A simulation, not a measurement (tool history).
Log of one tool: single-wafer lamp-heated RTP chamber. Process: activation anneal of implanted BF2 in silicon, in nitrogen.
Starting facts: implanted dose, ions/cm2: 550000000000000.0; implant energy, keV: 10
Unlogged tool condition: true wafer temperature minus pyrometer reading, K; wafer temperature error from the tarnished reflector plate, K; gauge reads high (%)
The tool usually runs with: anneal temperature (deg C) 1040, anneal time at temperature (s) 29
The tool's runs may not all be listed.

| run | hour | anneal temperature (deg C) | anneal time at temperature (s) | wafers since the last listed run | wafers since the last pyrometer calibration | wafers since the reflector plate was cleaned | hours since the gauge calibration | read-back reference wafer on the same gauge, sheet resistance | sheet resistance of the implanted and annealed layer (ohm/square) |
|---|---|---|---|---|---|---|---|---|---|
| 1 | 0.0 | 1040 | 29 | 0 | 3283 | 13915 | 258.9 | 206.78 | 236.55 |
| 2 | 15.6 | 1052 | 29 | 258 | 3541 | 14173 | 274.5 | 206.84 | 231.44 |
| 3 | 66.5 | 1052 | 29 | 841 | 4383 | 15015 | 325.4 | 206.94 | 230.37 |
|  | 84.9 | reflector plate cleaned |
| 4 | 85.4 | 1052 | 29 | 180 | 4563 | 8 | 344.3 | 206.99 | 234.96 |
| 5 | 88.5 | 1040 | 29 | 51 | 4614 | 59 | 347.4 | 207.07 | 242.78 |
| 6 | 99.2 | 1040 | 29 | 176 | 4791 | 236 | 358.1 | 206.93 | 241.53 |
| 7 | 109.6 | 1040 | 29 | 172 | 4963 | 408 | 368.5 | 207.15 | 240.88 |
| 8 | 118.7 | 1040 | 29 | 150 | 5114 | 558 | 377.6 | 207.37 | 242.16 |
| 9 | 134.9 | 1040 | 29 | 267 | 5382 | 826 | 393.8 | 206.99 | 242.27 |
| 10 | 141.0 | 1040 | 29 | 100 | 5483 | 927 | 399.9 | 206.62 | 242.51 |
| 11 | 154.9 | 1032 | 29 | 229 | 5713 | 1157 | 413.8 | 207.29 | 250.06 |
| 12 | 162.3 | 1032 | 29 | 122 | 5835 | 1280 | 421.2 | 207.23 | 249.04 |
| 13 | 173.6 | 1040 | 29 | 186 | 6022 | 1466 | 432.5 | 206.86 | 242.60 |
| 14 | 185.4 | 1040 | 29 | 195 | 6217 | 1662 | 444.3 | 206.85 | 242.66 |
| 15 | 202.2 | 1050 | 29 | 277 | 6495 | 1939 | 461.1 | 207.09 | 236.36 |
|  | 216.7 | pyrometer window cleaned and pyrometer calibrated |
| 16 | 217.2 | 1021 | 17 | 115 | 9 | 2055 | 476.1 | 207.14 | 292.18 |
| 17 | 223.6 | 1017 | 40 | 105 | 114 | 2161 | 482.5 | 206.97 | 270.78 |
| 18 | 233.0 | 1025 | 29 | 155 | 270 | 2317 | 491.9 | 206.91 | 270.14 |
| 19 | 243.6 | 1040 | 25 | 175 | 445 | 2492 | 502.5 | 206.97 | 256.31 |
| 20 | 261.3 | 1019 | 29 | 292 | 738 | 2785 | 520.2 | 207.19 | 273.13 |
| 21 | 275.8 | 1040 | 40 | 239 | 978 | 3024 | 534.7 | 206.93 | 238.36 |
| 22 | 285.2 | 1040 | 36 | 155 | 1133 | 3180 | 544.1 | 206.93 | 240.52 |
| 23 | 295.9 | 1060 | 20 | 176 | 1310 | 3357 | 554.8 | 206.90 | 242.62 |
| 24 | 309.2 | 1070 | 29 | 219 | 1530 | 3577 | 568.1 | 206.97 | 229.86 |
| 25 | 322.6 | 1040 | 29 | 221 | 1752 | 3798 | 581.5 | 206.97 | 244.99 |
| 26 | 330.8 | 1027 | 15 | 135 | 1887 | 3934 | 589.7 | 207.26 | 281.20 |
| 27 | 338.4 | 1067 | 41 | 125 | 2013 | 4060 | 597.3 | 207.07 | 226.09 |
|  | 342.0 | gauge calibrated |
| 28 | 353.5 | 1051 | 35 | 249 | 2263 | 4309 | 11.5 | 207.02 | 232.91 |
| 29 | 367.2 | 1013 | 45 | 226 | 2489 | 4536 | 25.2 | 207.11 | 259.41 |
| 30 | 383.7 | 1040 | 29 | 272 | 2762 | 4809 | 41.7 | 207.10 | 241.18 |
| 31 | 400.9 | 1040 | 29 | 284 | 3047 | 5093 | 58.9 | 206.85 | 242.18 |
| 32 | 417.1 | 1066 | 39 | 267 | 3315 | 5361 | 75.1 | 207.00 | 229.05 |
| 33 | 431.8 | 1040 | 29 | 243 | 3558 | 5604 | 89.8 | 207.24 | 239.28 |
| 34 | 443.1 | 1027 | 15 | 186 | 3745 | 5791 | 101.1 | 207.11 | 275.40 |
| 35 | 454.8 | 1040 | 29 | 193 | 3938 | 5985 | 112.8 | 206.95 | 242.41 |
| 36 | 468.7 | 1067 | 36 | 229 | 4168 | 6215 | 126.7 | 207.11 | 228.68 |
| 37 | 483.7 | 1055 | 29 | 248 | 4416 | 6463 | 141.7 | 207.11 | 233.81 |

Pick out some run-to-run changes in sheet resistance of the implanted and annealed layer (ohm/square). Of each, how much would a tool without hidden state show as well, from the settings, what came in and chance, and how much is left for the hidden state and any gauge scatter not in both results compared?
Run 15 -> 16: anneal temperature (deg C) 1050 -> 1021, anneal time at temperature (s) 29 -> 17, pyrometer window cleaned and pyrometer calibrated. sheet resistance of the implanted and annealed layer (ohm/square) +55.82: hidden state +7.32, all else +48.50.
Run 25 -> 26: anneal temperature (deg C) 1040 -> 1027, anneal time at temperature (s) 29 -> 15. sheet resistance of the implanted and annealed layer (ohm/square) +36.21: hidden state -0.46, all else +36.67.
Run 26 -> 27: anneal temperature (deg C) 1027 -> 1067, anneal time at temperature (s) 15 -> 41. sheet resistance of the implanted and annealed layer (ohm/square) -55.11: hidden state +8.84, all else -63.95.
Run 31 -> 32: anneal temperature (deg C) 1040 -> 1066, anneal time at temperature (s) 29 -> 39. sheet resistance of the implanted and annealed layer (ohm/square) -13.13: hidden state +10.38, all else -23.51.
Run 32 -> 33: anneal temperature (deg C) 1066 -> 1040, anneal time at temperature (s) 39 -> 29. sheet resistance of the implanted and annealed layer (ohm/square) +10.23: hidden state -10.94, all else +21.17.
Run 35 -> 36: anneal temperature (deg C) 1040 -> 1067, anneal time at temperature (s) 29 -> 36. sheet resistance of the implanted and annealed layer (ohm/square) -13.73: hidden state +11.14, all else -24.87.
